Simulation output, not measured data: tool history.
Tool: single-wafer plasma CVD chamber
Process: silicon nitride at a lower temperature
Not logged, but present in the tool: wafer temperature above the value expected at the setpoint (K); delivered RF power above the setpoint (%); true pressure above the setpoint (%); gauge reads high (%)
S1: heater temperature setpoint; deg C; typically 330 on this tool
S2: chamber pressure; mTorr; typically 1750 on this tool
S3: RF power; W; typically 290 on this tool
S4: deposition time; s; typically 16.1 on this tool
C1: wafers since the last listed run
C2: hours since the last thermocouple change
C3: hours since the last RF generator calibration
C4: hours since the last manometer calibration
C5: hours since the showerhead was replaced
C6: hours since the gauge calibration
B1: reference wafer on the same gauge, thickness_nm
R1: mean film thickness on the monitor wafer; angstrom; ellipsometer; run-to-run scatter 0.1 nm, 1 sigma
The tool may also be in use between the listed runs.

| run | hour | S1 | S2 | S3 | S4 | C1 | C2 | C3 | C4 | C5 | C6 | B1 | R1 |
|---|---|---|---|---|---|---|---|---|---|---|---|---|---|
| 1 | 0.0 | 330 | 1750 | 290 | 16.1 | 0 | 2283.3 | 1110.7 | 2865.2 | 3021.2 | 574.2 | 17.207 | 172.45 |
| 2 | 17.3 | 330 | 1750 | 290 | 16.1 | 360 | 2300.6 | 1128.0 | 2882.5 | 3038.5 | 591.5 | 17.203 | 173.51 |
|  | 30.2 | showerhead replaced, of another model than before |
| 3 | 33.9 | 330 | 1750 | 290 | 16.1 | 179 | 2317.2 | 1144.6 | 2899.1 | 3.7 | 608.1 | 17.241 | 178.54 |
| 4 | 50.5 | 330 | 1750 | 290 | 16.1 | 345 | 2333.8 | 1161.2 | 2915.7 | 20.3 | 624.7 | 17.210 | 179.91 |
| 5 | 58.0 | 340 | 1750 | 290 | 16.1 | 156 | 2341.3 | 1168.7 | 2923.2 | 27.8 | 632.2 | 17.153 | 179.51 |
| 6 | 72.9 | 330 | 1750 | 290 | 16.1 | 310 | 2356.2 | 1183.6 | 2938.1 | 42.7 | 647.1 | 17.179 | 177.21 |
|  | 85.3 | RF generator calibrated |
| 7 | 85.8 | 330 | 1750 | 290 | 16.1 | 102 | 2369.1 | 0.5 | 2951.0 | 55.6 | 660.0 | 17.227 | 185.81 |
| 8 | 91.0 | 330 | 1750 | 290 | 16.1 | 108 | 2374.3 | 5.7 | 2956.2 | 60.8 | 665.2 | 17.205 | 184.06 |
|  | 102.3 | thermocouple changed; heater temperature recalibrated |
| 9 | 102.8 | 330 | 1750 | 290 | 16.1 | 79 | 0.5 | 17.5 | 2968.0 | 72.6 | 677.0 | 17.203 | 186.28 |
| 10 | 114.7 | 330 | 1750 | 290 | 16.1 | 247 | 12.4 | 29.4 | 2979.9 | 84.5 | 688.9 | 17.210 | 187.74 |
|  | 116.7 | gauge calibrated |
| 11 | 127.6 | 330 | 1470 | 290 | 16.1 | 268 | 25.3 | 42.3 | 2992.8 | 97.4 | 10.9 | 17.213 | 176.34 |
| 12 | 137.1 | 330 | 1440 | 305 | 19.0 | 197 | 34.8 | 51.8 | 3002.3 | 106.9 | 20.4 | 17.224 | 213.19 |
|  | 162.7 | capacitance manometer re-zeroed and calibrated |
| 13 | 163.2 | 343 | 1750 | 290 | 13.7 | 376 | 60.9 | 77.9 | 0.5 | 133.0 | 46.5 | 17.213 | 156.82 |
| 14 | 167.0 | 330 | 1750 | 290 | 16.1 | 79 | 64.7 | 81.7 | 4.3 | 136.8 | 50.3 | 17.227 | 185.48 |
| 15 | 204.5 | 330 | 1750 | 290 | 16.1 | 780 | 102.2 | 119.2 | 41.8 | 174.3 | 87.8 | 17.180 | 186.85 |
| 16 | 221.6 | 330 | 1400 | 325 | 18.0 | 356 | 119.3 | 136.3 | 58.9 | 191.4 | 104.9 | 17.196 | 207.70 |
| 17 | 239.0 | 336 | 1750 | 290 | 16.1 | 362 | 136.7 | 153.7 | 76.3 | 208.8 | 122.3 | 17.245 | 184.75 |
| 18 | 247.2 | 330 | 1750 | 290 | 16.1 | 170 | 144.9 | 161.9 | 84.5 | 217.0 | 130.5 | 17.182 | 185.89 |
| 19 | 259.9 | 330 | 1750 | 290 | 16.1 | 264 | 157.6 | 174.6 | 97.2 | 229.7 | 143.2 | 17.170 | 185.06 |
| 20 | 288.5 | 330 | 2020 | 315 | 16.1 | 595 | 186.2 | 203.2 | 125.8 | 258.3 | 171.8 | 17.194 | 201.95 |
| 21 | 299.9 | 320 | 1410 | 335 | 16.1 | 237 | 197.6 | 214.6 | 137.2 | 269.7 | 183.2 | 17.161 | 189.15 |
| 22 | 306.2 | 324 | 1360 | 315 | 16.1 | 131 | 203.9 | 220.9 | 143.5 | 276.0 | 189.5 | 17.187 | 178.79 |
| 23 | 317.1 | 319 | 1750 | 335 | 17.5 | 226 | 214.8 | 231.8 | 154.4 | 286.9 | 200.4 | 17.237 | 220.17 |
| 24 | 323.3 | 339 | 1750 | 290 | 17.0 | 129 | 221.0 | 238.0 | 160.6 | 293.1 | 206.6 | 17.203 | 191.99 |
| 25 | 337.8 | 344 | 1590 | 290 | 16.1 | 301 | 235.5 | 252.5 | 175.1 | 307.6 | 221.1 | 17.229 | 179.37 |
| 26 | 348.2 | 330 | 1750 | 290 | 16.1 | 216 | 245.9 | 262.9 | 185.5 | 318.0 | 231.5 | 17.181 | 183.65 |
| 27 | 360.7 | 330 | 1750 | 290 | 16.1 | 260 | 258.4 | 275.4 | 198.0 | 330.5 | 244.0 | 17.175 | 185.83 |
| 28 | 367.8 | 330 | 1750 | 290 | 16.1 | 147 | 265.5 | 282.5 | 205.1 | 337.6 | 251.1 | 17.243 | 185.76 |
| 29 | 382.3 | 330 | 1450 | 290 | 17.0 | 301 | 280.0 | 297.0 | 219.6 | 352.1 | 265.6 | 17.212 | 184.32 |
| 30 | 394.3 | 330 | 1750 | 290 | 16.1 | 249 | 292.0 | 309.0 | 231.6 | 364.1 | 277.6 | 17.172 | 184.24 |

Selected run-to-run steps in R1, each split into two signed amounts: the part the tool would show with no hidden state at all (from settings, incoming material and random variation), and the remainder, which goes to the hidden state together with any gauge scatter not common to the measured and the hidden-state-free results:
Run 2 -> 3: showerhead replaced, of another model than before. R1 +5.03 angstrom: hidden state +6.29, all else -1.26.
Run 6 -> 7: RF generator calibrated. R1 +8.60 angstrom: hidden state +7.39, all else +1.21.
Run 11 -> 12: S2 1470 -> 1440, S3 290 -> 305, S4 16.1 -> 19.0. R1 +36.85 angstrom: hidden state -0.29, all else +37.14.
Run 12 -> 13: S1 330 -> 343, S2 1440 -> 1750, S3 305 -> 290, S4 19.0 -> 13.7, capacitance manometer re-zeroed and calibrated. R1 -56.37 angstrom: hidden state +0.20, all else -56.57.
Run 22 -> 23: S1 324 -> 319, S2 1360 -> 1750, S3 315 -> 335, S4 16.1 -> 17.5. R1 +41.38 angstrom: hidden state -0.63, all else +42.01.

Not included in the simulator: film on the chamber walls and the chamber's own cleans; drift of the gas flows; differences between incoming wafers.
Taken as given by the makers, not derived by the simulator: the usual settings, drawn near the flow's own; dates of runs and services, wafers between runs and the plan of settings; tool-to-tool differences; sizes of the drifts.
